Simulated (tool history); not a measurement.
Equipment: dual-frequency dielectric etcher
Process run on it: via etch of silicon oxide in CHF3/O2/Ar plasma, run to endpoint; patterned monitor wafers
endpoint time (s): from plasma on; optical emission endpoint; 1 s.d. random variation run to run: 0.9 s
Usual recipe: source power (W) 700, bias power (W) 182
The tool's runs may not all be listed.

run   hour  source power (W)  bias power (W)  incoming incoming film thickness, nm  endpoint time (s)
  1    0.0               700             165                                 589.1              313.9
  2   87.8               700             182                                 586.8              303.9
  3  112.8               700             182                                 579.9              299.7
     152.0  -- bias power generator calibrated
     154.3  -- upper electrode replaced
  4  154.8               610             182                                 582.2              316.0
  5  168.6               560             182                                 585.6              328.8
  6  200.4               560             182                                 593.1              331.3
     211.2  -- source power generator calibrated
  7  231.3               700             182                                 589.6              307.8
  8  262.4               560             182                                 592.0              330.5
     332.0  -- wet clean of the chamber
  9  332.5               700             182                                 587.0              298.0
 10  348.2               630             182                                 588.1              310.8
 11  367.6               700             182                                 588.0              300.7
 12  383.4               700             210                                 589.1              288.6

What will run 13 give?
 13  410.8               650             182                                 584.6                  ?

endpoint time (s): 308.4
With the hidden condition absent and the run-to-run variation left alone, this run would have shown endpoint time (s) 308.1.
